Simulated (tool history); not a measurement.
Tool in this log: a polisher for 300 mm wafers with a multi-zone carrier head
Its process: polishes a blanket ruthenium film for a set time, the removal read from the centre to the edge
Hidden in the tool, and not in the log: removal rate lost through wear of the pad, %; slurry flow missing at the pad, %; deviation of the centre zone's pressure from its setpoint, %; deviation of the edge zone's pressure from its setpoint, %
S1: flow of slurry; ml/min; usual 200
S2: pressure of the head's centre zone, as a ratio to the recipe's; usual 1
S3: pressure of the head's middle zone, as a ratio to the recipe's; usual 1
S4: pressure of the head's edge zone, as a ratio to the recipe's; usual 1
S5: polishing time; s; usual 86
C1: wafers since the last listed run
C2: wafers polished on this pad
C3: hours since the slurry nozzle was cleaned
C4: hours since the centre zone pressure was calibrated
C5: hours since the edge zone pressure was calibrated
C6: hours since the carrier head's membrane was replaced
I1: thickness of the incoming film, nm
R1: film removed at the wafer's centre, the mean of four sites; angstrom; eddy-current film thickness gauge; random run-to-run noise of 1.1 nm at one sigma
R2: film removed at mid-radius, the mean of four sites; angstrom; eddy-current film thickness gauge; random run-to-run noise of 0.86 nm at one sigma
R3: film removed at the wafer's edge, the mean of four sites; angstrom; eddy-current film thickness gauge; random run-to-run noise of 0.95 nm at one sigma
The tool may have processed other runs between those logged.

run	day	S1	S2	S3	S4	S5	C1	C2	C3	C4	C5	C6	I1	R1	R2	R3
1	0	200	0.93	0.93	1	86	0	212	251.4	143.5	404.2	542.5	316.6	880	885	898
2	1.021	200	1	1	1	86	182	394	275.9	168	428.7	567	320.2	952	940	903
3	2.408	200	1	1	1	86	248	643	309.2	201.3	462	600.3	316.2	945	941	893
4	3.142	200	1	1	1	86	131	774	326.8	218.9	479.6	617.9	320.6	969	941	900
5	4.579	200	1.04	1	1	86	257	1031	361.3	253.4	514.1	652.4	318.9	1004	936	897
6	5.229	200	1.04	1	1	86	116	1148	376.9	269	529.7	668	324.1	976	950	890
# day 5.862: worn pad replaced by a new one, of another model than before
7	7.633	200	1.04	1	1	86	400	316	434.6	326.7	587.4	725.7	322.4	1000	944	907
# day 8.592: edge zone pressure recalibrated
8	8.75	180	1	1	1	86	184	501	461.4	353.5	3.8	752.5	314.3	962	935	918
9	10.033	180	1	1	1	86	229	731	492.2	384.3	34.6	783.3	315.2	987	951	903
# day 11.008: carrier head's membrane replaced by a new one
10	11.117	200	1	1	0.92	86	156	887	518.2	410.3	60.6	2.6	319.5	992	956	882
11	12.175	135	1	1	0.93	110	189	1077	543.6	435.7	86	28	324.9	1202	1186	1086
# day 12.275: slurry nozzle cleaned
12	13.662	250	1	0.89	1	86	258	1335	33.3	471.4	121.7	63.7	323.7	1016	880	896
# day 14.462: worn pad replaced by a new one
13	15.046	200	1	1	0.89	86	217	104	66.5	504.6	154.9	96.9	323.4	992	946	856
# day 15.421: centre zone pressure recalibrated
14	15.629	200	1	1	1	86	89	193	80.5	5	168.9	110.9	324.1	949	959	883
15	16.508	200	1	0.89	1	86	157	351	101.6	26.1	190	132	320.4	942	876	910
16	17.45	260	0.94	1	1	110	168	519	124.2	48.7	212.6	154.6	324.9	1161	1238	1175
17	18.425	200	1	1	0.9	86	174	694	147.6	72.1	236	178	321.7	973	953	861
18	18.979	200	1	1	1	86	99	793	160.9	85.4	249.3	191.3	323.8	951	951	914
19	20.046	200	1	1	1	113	190	984	186.5	111	274.9	216.9	321.1	1245	1235	1187
20	21.125	200	1.08	1	1	63	193	1177	212.4	136.9	300.8	242.8	323.5	728	696	665
21	22.596	160	1	1	1	86	263	1440	247.7	172.2	336.1	278.1	319.7	938	925	879

How the hidden state differs across the entries between the runs, from the last listed run before each to the first after it:
Runs 6 to 7: worn pad replaced by a new one, of another model than before (day 5.862)
  deviation of the centre zone's pressure from its setpoint, %: 2.44 -> 3.52
  measured less the result without the state, R1: +19 -> +28 angstrom
Runs 7 to 8: edge zone pressure recalibrated (day 8.592)
  deviation of the centre zone's pressure from its setpoint, %: 3.52 -> 4.09
  measured less the result without the state, R1: +28 -> +31 angstrom
Runs 9 to 10: carrier head's membrane replaced by a new one (day 11.008)
  deviation of the centre zone's pressure from its setpoint, %: 4.81 -> 5.46
  measured less the result without the state, R1: +37 -> +42 angstrom
Runs 11 to 12: slurry nozzle cleaned (day 12.275)
  deviation of the centre zone's pressure from its setpoint, %: 6.14 -> 7.15
  measured less the result without the state, R1: +57 -> +56 angstrom
Runs 12 to 13: worn pad replaced by a new one (day 14.462)
  deviation of the centre zone's pressure from its setpoint, %: 7.15 -> 8.18
  measured less the result without the state, R1: +56 -> +62 angstrom
Runs 13 to 14: centre zone pressure recalibrated (day 15.421)
  deviation of the centre zone's pressure from its setpoint, %: 8.18 -> -0.128
  measured less the result without the state, R1: +62 -> -1 angstrom
